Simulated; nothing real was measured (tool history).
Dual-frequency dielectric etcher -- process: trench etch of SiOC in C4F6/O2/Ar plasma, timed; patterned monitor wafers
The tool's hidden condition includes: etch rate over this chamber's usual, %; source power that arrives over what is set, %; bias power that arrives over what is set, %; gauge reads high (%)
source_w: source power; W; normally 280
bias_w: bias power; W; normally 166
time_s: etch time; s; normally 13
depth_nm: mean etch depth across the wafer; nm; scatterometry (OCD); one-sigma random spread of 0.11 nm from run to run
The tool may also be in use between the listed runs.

run,day,source_w,bias_w,time_s,wafers since the last listed run,hours since the last wet clean,hours since the last source power generator calibration,hours since the last bias power generator calibration,hours since the last upper electrode change,hours since the gauge calibration,"read-back reference wafer on the same gauge, depth_nm",depth_nm
1,0,280,177,13,0,156.9,2242.7,4381.6,5525.5,1216,22.68,23.78
2,0.854,280,166,14,395,177.4,2263.2,4402.1,5546,1236.5,22.71,25.19
# day 1.575: gauge calibrated
3,2.188,280,138,16,617,209.4,2295.2,4434.1,5578,14.7,22.68,26.22
4,3.262,280,138,16,498,235.2,2321,4459.9,5603.8,40.5,22.67,26.4
5,4.538,280,182,12,590,265.8,2351.6,4490.5,5634.4,71.1,22.69,21.9
6,5.271,350,204,15.5,339,283.4,2369.2,4508.1,5652,88.7,22.71,32.74
7,6.579,280,166,10.5,606,314.8,2400.6,4539.5,5683.4,120.1,22.69,18.47
# day 6.854: bias power generator calibrated
8,7.567,280,149,15,380,338.5,2424.3,17.1,5707.1,143.8,22.69,25.06
9,8.354,280,166,13,364,357.4,2443.2,36,5726,162.7,22.7,22.78
10,9.258,350,166,13,418,379.1,2464.9,57.7,5747.7,184.4,22.69,25.08
11,10.146,240,166,10,411,400.4,2486.2,79,5769,205.7,22.72,16.24
12,10.917,280,132,14.5,357,418.9,2504.7,97.5,5787.5,224.2,22.71,23.05
# day 11.392: source power generator calibrated
13,12.017,280,166,13,432,445.3,15,123.9,5813.9,250.6,22.69,22.48
# day 13.504: wet clean of the chamber
14,13.525,250,130,10,235,0.5,51.2,160.1,5850.1,286.8,22.7,15.7
15,14.212,250,166,15,318,17,67.7,176.6,5866.6,303.3,22.72,25.89
# day 15.975: upper electrode replaced
16,15.996,280,166,16,362,59.8,110.5,219.4,0.5,346.1,22.72,29
17,16.471,340,142,11.5,220,71.2,121.9,230.8,11.9,357.5,22.69,21.4
18,17.525,240,135,13,488,96.5,147.2,256.1,37.2,382.8,22.68,19.98
19,18.746,280,166,13,565,125.8,176.5,285.4,66.5,412.1,22.7,23.55
20,21.242,230,166,11.5,1156,185.7,236.4,345.3,126.4,472,22.7,19
21,22.283,230,151,11,482,210.7,261.4,370.3,151.4,497,22.66,17.32
22,22.812,260,166,11,245,223.4,274.1,383,164.1,509.7,22.72,18.95
23,24.104,280,166,13,598,254.4,305.1,414,195.1,540.7,22.74,23.3
24,25.296,280,147,15.5,552,283,333.7,442.6,223.7,569.3,22.73,26.25
25,26,280,144,10.5,326,299.9,350.6,459.5,240.6,586.2,22.72,17.46
26,26.608,280,166,11,281,314.5,365.2,474.1,255.2,600.8,22.71,19.61
27,28.071,220,166,15,677,349.6,400.3,509.2,290.3,635.9,22.68,23.72
28,29.154,280,151,11.5,501,375.6,426.3,535.2,316.3,661.9,22.67,19.58
29,30.192,240,144,16,480,400.5,451.2,560.1,341.2,686.8,22.67,24.85

Forecast each of these 5 alternatives for the next run:
A,30.208,280,200,13,7,400.9,451.6,560.5,341.6,687.2,?,?
B,30.208,240,189,10.5,7,400.9,451.6,560.5,341.6,687.2,?,?
C,30.208,220,143,15.5,7,400.9,451.6,560.5,341.6,687.2,?,?
D,30.208,280,166,16.5,7,400.9,451.6,560.5,341.6,687.2,?,?
E,30.208,240,166,13,7,400.9,451.6,560.5,341.6,687.2,?,?

run,"read-back reference wafer on the same gauge, depth_nm",depth_nm
A,22.68,24.73
B,22.68,18.23
C,22.68,22.97
D,22.68,29.05
E,22.68,21.36
Had the tool no hidden state, the same runs would have come out as:
run,depth_nm
A,25.79
B,19.01
C,23.95
D,30.29
E,22.28

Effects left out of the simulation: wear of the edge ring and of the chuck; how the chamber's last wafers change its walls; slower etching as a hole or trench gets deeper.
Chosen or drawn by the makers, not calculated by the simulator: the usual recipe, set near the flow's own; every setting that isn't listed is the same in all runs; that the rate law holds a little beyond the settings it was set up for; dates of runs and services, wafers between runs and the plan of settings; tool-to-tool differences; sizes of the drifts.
